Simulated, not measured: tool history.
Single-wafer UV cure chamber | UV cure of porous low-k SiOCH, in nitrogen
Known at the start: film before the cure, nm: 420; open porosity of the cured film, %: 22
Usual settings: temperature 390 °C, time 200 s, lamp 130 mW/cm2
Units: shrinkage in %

Run 1, hour 0.0: usual settings but lamp 99 mW/cm2. Result: shrinkage 11.384 %.
Run 2, hour 68.5: usual settings but lamp 99 mW/cm2. Result: shrinkage 11.335 %.
Run 3, hour 96.5: usual settings but lamp 99 mW/cm2. Result: shrinkage 11.240 %.
At hour 148.9: quartz window cleaned.
Run 4, hour 155.6: usual settings. Result: shrinkage 12.253 %.
Run 5, hour 213.8: usual settings. Result: shrinkage 12.340 %.
Run 6, hour 279.8: usual settings. Result: shrinkage 12.494 %.
Run 7, hour 329.8: usual settings. Result: shrinkage 12.247 %.
Run 8, hour 379.1: usual settings. Result: shrinkage 12.298 %.
Run 9, hour 428.3: usual settings. Result: shrinkage 12.119 %.
Run 10, hour 455.9: usual settings but temperature 380 °C. Result: shrinkage 12.174 %.
Run 11, hour 481.1: usual settings. Result: shrinkage 12.253 %.

Forecast run 12:
Run 12, hour 518.8: usual settings. Result: shrinkage ?.

Run 12 gave shrinkage 12.183 %.
Without the tool's hidden state the same run would have given shrinkage 12.875 %.
